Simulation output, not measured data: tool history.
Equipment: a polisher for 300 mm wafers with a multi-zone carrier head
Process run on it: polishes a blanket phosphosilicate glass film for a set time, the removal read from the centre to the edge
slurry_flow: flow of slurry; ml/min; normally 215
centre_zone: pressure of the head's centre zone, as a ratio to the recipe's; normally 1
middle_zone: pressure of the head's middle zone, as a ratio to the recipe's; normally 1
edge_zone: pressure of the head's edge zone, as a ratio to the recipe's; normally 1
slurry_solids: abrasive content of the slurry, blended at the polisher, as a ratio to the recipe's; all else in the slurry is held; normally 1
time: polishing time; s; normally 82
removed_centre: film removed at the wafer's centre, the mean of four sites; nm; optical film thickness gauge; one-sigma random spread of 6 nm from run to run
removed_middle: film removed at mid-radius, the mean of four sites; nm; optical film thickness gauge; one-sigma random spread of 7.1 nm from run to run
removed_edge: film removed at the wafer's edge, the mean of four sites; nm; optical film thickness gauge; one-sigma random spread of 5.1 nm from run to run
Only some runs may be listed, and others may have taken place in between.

run,hour,slurry_flow,centre_zone,middle_zone,edge_zone,slurry_solids,time,"incoming thickness of the incoming film, nm",removed_centre,removed_middle,removed_edge
1,0,215,1,1,1,1,82,3394.2,499.2,487.5,498.4
2,13.8,215,1,1,1,1,82,3457.4,499.8,494.7,505.6
3,38.3,215,1,1,1,1,82,3403.5,498.1,504.7,496.4
# hour 63.1: carrier head's membrane replaced by a new one
4,67.2,215,1,1,1,1,82,3388.1,487.5,481.8,488.8
5,93.1,215,1,1,1,1,82,3458.6,504.1,493.1,491.3
# hour 104: slurry nozzle cleaned
# hour 116.1: worn pad replaced by a new one
6,125.5,215,1,1,1,1,82,3449.7,507.2,492.2,500.1
7,144.8,215,1,1,1,1,82,3498.2,509.6,497.5,490.4
8,160.7,215,1,1,1,1,82,3462.1,491.3,491.1,493.9
# hour 164.2: edge zone pressure recalibrated
9,182.6,215,1,1,1,1,82,3397.8,493.4,486.6,492.4
10,207.7,215,1,1,1,1,82,3438.1,483.1,486.3,493.4
11,231.5,215,1,0.97,0.9,1,68,3447.1,406.5,399.2,387.5
# hour 241.9: worn pad replaced by a new one
# hour 256: centre zone pressure recalibrated
12,262.2,215,1,1.06,1,1,70,3442.6,422.4,434.1,425.4
13,290,215,1,1,1,1,82,3427.4,504.2,479.1,498.1
14,315.1,215,1,1,1,1,82,3439.7,505.5,491.4,501.6
15,339.9,215,0.9,1.06,1,1,82,3414.2,452.4,519.5,499.7

For run 16, what comes out?
# hour 350.7: worn pad replaced by a new one
16,352.6,215,1,0.91,1,1,109,3477.6,?,?,?

Logged for run 16: removed_centre 672.8 nm, removed_middle 599.6 nm, removed_edge 664.2 nm.
Take away the tool's hidden state, keep the run-to-run variation as it was, and the same run would have given removed_centre 672.8 nm, removed_middle 599.6 nm, removed_edge 664.2 nm.
